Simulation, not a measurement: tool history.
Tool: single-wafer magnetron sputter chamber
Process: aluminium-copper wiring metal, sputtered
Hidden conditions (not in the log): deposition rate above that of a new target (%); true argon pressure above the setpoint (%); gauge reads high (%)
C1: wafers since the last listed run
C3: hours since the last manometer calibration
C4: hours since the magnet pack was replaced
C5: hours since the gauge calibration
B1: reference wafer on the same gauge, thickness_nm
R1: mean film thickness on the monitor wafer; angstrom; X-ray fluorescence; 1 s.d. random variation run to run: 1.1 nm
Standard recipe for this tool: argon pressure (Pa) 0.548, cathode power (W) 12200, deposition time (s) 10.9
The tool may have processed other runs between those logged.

{"run": 1, "hour": 0.0, "argon pressure (Pa)": 0.548, "cathode power (W)": 12200, "deposition time (s)": 10.9, "C1": 0, "wafers on the sputter target": 2243, "C3": 86.3, "C4": 5808.7, "C5": 1001.2, "B1": 232.343, "R1": 2239.06}
{"run": 2, "hour": 62.0, "argon pressure (Pa)": 0.548, "cathode power (W)": 12200, "deposition time (s)": 10.9, "C1": 1612, "wafers on the sputter target": 3855, "C3": 148.3, "C4": 5870.7, "C5": 1063.2, "B1": 232.437, "R1": 2204.93}
{"run": 3, "hour": 121.7, "argon pressure (Pa)": 0.548, "cathode power (W)": 14150, "deposition time (s)": 10.9, "C1": 1552, "wafers on the sputter target": 5407, "C3": 208.0, "C4": 5930.4, "C5": 1122.9, "B1": 232.291, "R1": 2553.97}
{"run": 4, "hour": 173.6, "argon pressure (Pa)": 0.548, "cathode power (W)": 14150, "deposition time (s)": 10.9, "C1": 1349, "wafers on the sputter target": 6756, "C3": 259.9, "C4": 5982.3, "C5": 1174.8, "B1": 231.929, "R1": 2556.51}
{"hour": 222.6, "done": "sputter target and shields replaced"}
{"run": 5, "hour": 245.4, "argon pressure (Pa)": 0.442, "cathode power (W)": 12200, "deposition time (s)": 10.9, "C1": 1658, "wafers on the sputter target": 592, "C3": 331.7, "C4": 6054.1, "C5": 1246.6, "B1": 231.817, "R1": 2377.11}
{"run": 6, "hour": 285.0, "argon pressure (Pa)": 0.442, "cathode power (W)": 12200, "deposition time (s)": 10.9, "C1": 1029, "wafers on the sputter target": 1622, "C3": 371.3, "C4": 6093.7, "C5": 1286.2, "B1": 231.97, "R1": 2355.37}
{"run": 7, "hour": 351.3, "argon pressure (Pa)": 0.548, "cathode power (W)": 12200, "deposition time (s)": 10.9, "C1": 1723, "wafers on the sputter target": 3345, "C3": 437.6, "C4": 6160.0, "C5": 1352.5, "B1": 232.575, "R1": 2221.95}
{"run": 8, "hour": 376.9, "argon pressure (Pa)": 0.548, "cathode power (W)": 12200, "deposition time (s)": 10.9, "C1": 665, "wafers on the sputter target": 4011, "C3": 463.2, "C4": 6185.6, "C5": 1378.1, "B1": 232.171, "R1": 2221.9}
{"run": 9, "hour": 447.2, "argon pressure (Pa)": 0.548, "cathode power (W)": 12200, "deposition time (s)": 10.9, "C1": 1827, "wafers on the sputter target": 5839, "C3": 533.5, "C4": 6255.9, "C5": 1448.4, "B1": 232.115, "R1": 2215.66}
{"run": 10, "hour": 482.6, "argon pressure (Pa)": 0.548, "cathode power (W)": 12200, "deposition time (s)": 10.9, "C1": 920, "wafers on the sputter target": 6759, "C3": 568.9, "C4": 6291.3, "C5": 1483.8, "B1": 231.803, "R1": 2197.36}
{"hour": 538.5, "done": "gauge calibrated"}
{"hour": 562.2, "done": "sputter target and shields replaced"}
{"run": 11, "hour": 684.2, "argon pressure (Pa)": 0.548, "cathode power (W)": 12200, "deposition time (s)": 10.9, "C1": 5033, "wafers on the sputter target": 3170, "C3": 770.5, "C4": 6492.9, "C5": 145.7, "B1": 231.793, "R1": 2206.15}
{"run": 12, "hour": 722.6, "argon pressure (Pa)": 0.548, "cathode power (W)": 12200, "deposition time (s)": 10.9, "C1": 998, "wafers on the sputter target": 4169, "C3": 808.9, "C4": 6531.3, "C5": 184.1, "B1": 231.647, "R1": 2216.14}
{"hour": 746.5, "done": "magnet pack replaced"}
{"run": 13, "hour": 780.8, "argon pressure (Pa)": 0.682, "cathode power (W)": 12200, "deposition time (s)": 10.9, "C1": 1305, "wafers on the sputter target": 5474, "C3": 867.1, "C4": 34.3, "C5": 242.3, "B1": 231.649, "R1": 2060.32}
{"run": 14, "hour": 850.2, "argon pressure (Pa)": 0.682, "cathode power (W)": 12200, "deposition time (s)": 10.9, "C1": 1804, "wafers on the sputter target": 7279, "C3": 936.5, "C4": 103.7, "C5": 311.7, "B1": 232.169, "R1": 2051.54}
{"hour": 861.2, "done": "sputter target and shields replaced"}
{"run": 15, "hour": 903.3, "argon pressure (Pa)": 0.682, "cathode power (W)": 12200, "deposition time (s)": 10.9, "C1": 1172, "wafers on the sputter target": 1095, "C3": 989.6, "C4": 156.8, "C5": 364.8, "B1": 232.06, "R1": 2105.95}
{"run": 16, "hour": 950.2, "argon pressure (Pa)": 0.548, "cathode power (W)": 14700, "deposition time (s)": 10.9, "C1": 1219, "wafers on the sputter target": 2314, "C3": 1036.5, "C4": 203.7, "C5": 411.7, "B1": 231.938, "R1": 2674.85}
{"run": 17, "hour": 997.2, "argon pressure (Pa)": 0.647, "cathode power (W)": 14050, "deposition time (s)": 10.9, "C1": 1222, "wafers on the sputter target": 3536, "C3": 1083.5, "C4": 250.7, "C5": 458.7, "B1": 231.594, "R1": 2419.25}
{"run": 18, "hour": 1031.6, "argon pressure (Pa)": 0.548, "cathode power (W)": 12200, "deposition time (s)": 10.9, "C1": 894, "wafers on the sputter target": 4431, "C3": 1117.9, "C4": 285.1, "C5": 493.1, "B1": 231.745, "R1": 2201.42}
{"run": 19, "hour": 1062.5, "argon pressure (Pa)": 0.439, "cathode power (W)": 11250, "deposition time (s)": 10.9, "C1": 803, "wafers on the sputter target": 5234, "C3": 1148.8, "C4": 316.0, "C5": 524.0, "B1": 232.128, "R1": 2153.01}
{"hour": 1099.0, "done": "capacitance manometer re-zeroed and calibrated"}
{"run": 20, "hour": 1109.5, "argon pressure (Pa)": 0.548, "cathode power (W)": 14700, "deposition time (s)": 11.6, "C1": 1014, "wafers on the sputter target": 6248, "C3": 10.5, "C4": 363.0, "C5": 571.0, "B1": 232.359, "R1": 2822.18}
{"hour": 1152.7, "done": "sputter target and shields replaced"}
{"run": 21, "hour": 1156.3, "argon pressure (Pa)": 0.418, "cathode power (W)": 12200, "deposition time (s)": 10.1, "C1": 1008, "wafers on the sputter target": 93, "C3": 57.3, "C4": 409.8, "C5": 617.8, "B1": 231.936, "R1": 2255.74}
{"run": 22, "hour": 1217.2, "argon pressure (Pa)": 0.76, "cathode power (W)": 10700, "deposition time (s)": 9.7, "C1": 1583, "wafers on the sputter target": 1676, "C3": 118.2, "C4": 470.7, "C5": 678.7, "B1": 232.025, "R1": 1554.81}
{"run": 23, "hour": 1273.7, "argon pressure (Pa)": 0.548, "cathode power (W)": 12200, "deposition time (s)": 10.9, "C1": 1469, "wafers on the sputter target": 3145, "C3": 174.7, "C4": 527.2, "C5": 735.2, "B1": 232.53, "R1": 2222.67}
{"run": 24, "hour": 1310.5, "argon pressure (Pa)": 0.631, "cathode power (W)": 13350, "deposition time (s)": 9.2, "C1": 956, "wafers on the sputter target": 4102, "C3": 211.5, "C4": 564.0, "C5": 772.0, "B1": 232.333, "R1": 1959.16}
{"run": 25, "hour": 1356.5, "argon pressure (Pa)": 0.548, "cathode power (W)": 12200, "deposition time (s)": 10.9, "C1": 1196, "wafers on the sputter target": 5298, "C3": 257.5, "C4": 610.0, "C5": 818.0, "B1": 231.698, "R1": 2194.41}
{"run": 26, "hour": 1393.1, "argon pressure (Pa)": 0.548, "cathode power (W)": 12200, "deposition time (s)": 10.9, "C1": 951, "wafers on the sputter target": 6249, "C3": 294.1, "C4": 646.6, "C5": 854.6, "B1": 231.394, "R1": 2180.44}
{"hour": 1454.7, "done": "sputter target and shields replaced"}
{"run": 27, "hour": 1455.2, "argon pressure (Pa)": 0.474, "cathode power (W)": 10400, "deposition time (s)": 10.1, "C1": 1406, "wafers on the sputter target": 13, "C3": 356.2, "C4": 708.7, "C5": 916.7, "B1": 232.648, "R1": 1869.83}
{"run": 28, "hour": 1479.5, "argon pressure (Pa)": 0.548, "cathode power (W)": 12200, "deposition time (s)": 9.2, "C1": 631, "wafers on the sputter target": 645, "C3": 380.5, "C4": 733.0, "C5": 941.0, "B1": 232.009, "R1": 1911.46}
{"run": 29, "hour": 1542.7, "argon pressure (Pa)": 0.548, "cathode power (W)": 13800, "deposition time (s)": 10.9, "C1": 1643, "wafers on the sputter target": 2288, "C3": 443.7, "C4": 796.2, "C5": 1004.2, "B1": 232.661, "R1": 2520.28}
{"run": 30, "hour": 1575.0, "argon pressure (Pa)": 0.548, "cathode power (W)": 13400, "deposition time (s)": 9.9, "C1": 839, "wafers on the sputter target": 3128, "C3": 476.0, "C4": 828.5, "C5": 1036.5, "B1": 232.013, "R1": 2211.52}

For each entry between runs, how does the tool's hidden state at the last listed run before it compare with that at the first listed run after it?
Run 4 -> run 5: sputter target and shields replaced (hour 222.6)
  deposition rate above that of a new target (%): -3.44 -> -1.05
  measured value less the no-hidden-state value, R1: -91.14 -> -25.11 angstrom
Run 10 -> run 11: gauge calibrated (hour 538.5); sputter target and shields replaced (hour 562.2)
  deposition rate above that of a new target (%): -3.53 -> -2.42
  measured value less the no-hidden-state value, R1: -80.51 -> -54.65 angstrom
Run 12 -> run 13: magnet pack replaced (hour 746.5)
  deposition rate above that of a new target (%): -2.75 -> -3.07
  measured value less the no-hidden-state value, R1: -62.62 -> -65.19 angstrom
Run 14 -> run 15: sputter target and shields replaced (hour 861.2)
  deposition rate above that of a new target (%): -3.28 -> -1.3
  measured value less the no-hidden-state value, R1: -69.48 -> -27.78 angstrom
Run 19 -> run 20: capacitance manometer re-zeroed and calibrated (hour 1099.0)
  deposition rate above that of a new target (%): -3.11 -> -3.29
  measured value less the no-hidden-state value, R1: -69.03 -> -95.99 angstrom
Run 20 -> run 21: sputter target and shields replaced (hour 1152.7)
  deposition rate above that of a new target (%): -3.29 -> -0.399
  measured value less the no-hidden-state value, R1: -95.99 -> -9.04 angstrom
Run 26 -> run 27: sputter target and shields replaced (hour 1454.7)
  deposition rate above that of a new target (%): -3.39 -> -0.262
  measured value less the no-hidden-state value, R1: -76.43 -> -4.91 angstrom
